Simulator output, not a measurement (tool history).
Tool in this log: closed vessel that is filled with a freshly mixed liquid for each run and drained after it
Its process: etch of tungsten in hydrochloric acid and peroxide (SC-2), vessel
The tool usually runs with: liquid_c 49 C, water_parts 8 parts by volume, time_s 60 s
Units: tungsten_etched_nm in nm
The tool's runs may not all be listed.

run    hour  liquid_c  water_parts  time_s  read-back film thickness of the tungsten reference wafer, read on the same gauge (nm)  tungsten_etched_nm
  1       0        49            8      60                                                                                  89.97               21.66
  2    60.9        49            8      60                                                                                     90               21.07
  3   121.7        49            8      60                                                                                  90.06               21.38
  4   157.9        49            8      60                                                                                  89.99                21.4
      170.5  -- gauge calibrated
      249.4  -- new drum of peroxide connected
  5   257.7        49            8      60                                                                                  90.05               20.99
  6   356.3        49            7      60                                                                                  89.96               23.08
  7     415        49            7      60                                                                                  89.99                22.8
  8   459.5        49            8      60                                                                                  89.99               20.65
      697.7  -- new drum of peroxide connected
  9   756.6        49            8      60                                                                                  90.01                19.4
      822.5  -- chemicals flow meter replaced
 10   862.7        49            8      60                                                                                  89.93               21.82
 11   927.5      51.5            8      60                                                                                  89.99                25.7
 12  1006.3      51.5            8      60                                                                                  89.97               25.74
 13  1066.5      51.5            8      60                                                                                  89.95               25.24
 14  1108.1        49            8      60                                                                                     90               21.12
     1122.6  -- new drum of peroxide connected
 15  1204.3        49            8      60                                                                                  90.05               21.31
     1236.5  -- thermometer replaced
 16  1265.6        49            8      60                                                                                  89.99                21.2
 17  1366.1        46            8      60                                                                                     90                16.9
 18    1453        49            8      60                                                                                  90.03               20.65
     1491.1  -- gauge calibrated
     1516.4  -- new drum of peroxide connected
 19  1554.8        49            8      60                                                                                  89.99               20.08
 20  1623.6        56            8      60                                                                                  89.99               31.87
 21    1726      56.5            8      85                                                                                     90                45.1
     1732.9  -- chemicals flow meter replaced
 22  1802.5        49          4.5      60                                                                                  89.95               33.86
 23  1890.5        49           12      70                                                                                     90                18.2
 24    1930        49            8      60                                                                                  90.06               21.75
       1940  -- new drum of peroxide connected
 25  1993.8      58.5            8      85                                                                                  89.98               55.89
 26  2034.5        56           11      80                                                                                  89.99               34.61
 27  2101.9      53.5            8      60                                                                                  90.02               28.78
 28  2167.6        49            8      60                                                                                  89.99               21.22
 29  2215.8      54.5          6.5      35                                                                                     90                20.8
 30  2304.3        49            8      60                                                                                     90               20.96

Table of differences, measured result less the result of that run with no hidden state. Run-to-run variation is the same in both. Gauge scatter possibly is not:
Hidden state present: liquid hotter than its thermometer reads (K); chemicals flow below the setpoint (%); peroxide weaker than its label (%); gauge reads high (%).
run  tungsten_etched_nm
  1               -0.72
  2               -0.86
  3               -1.04
  4               -1.13
  5               -1.37
  6               -1.76
  7               -1.92
  8               -1.91
  9               -2.62
 10                -0.4
 11               -0.67
 12                -0.9
 13               -1.07
 14               -1.01
 15               -1.27
 16               -1.43
 17               -1.36
 18               -1.91
 19               -2.14
 20               -3.72
 21               -5.93
 22               -0.31
 23                -0.4
 24               -0.54
 25               -1.82
 26               -1.38
 27               -1.32
 28               -1.14
 29               -1.19
 30               -1.49
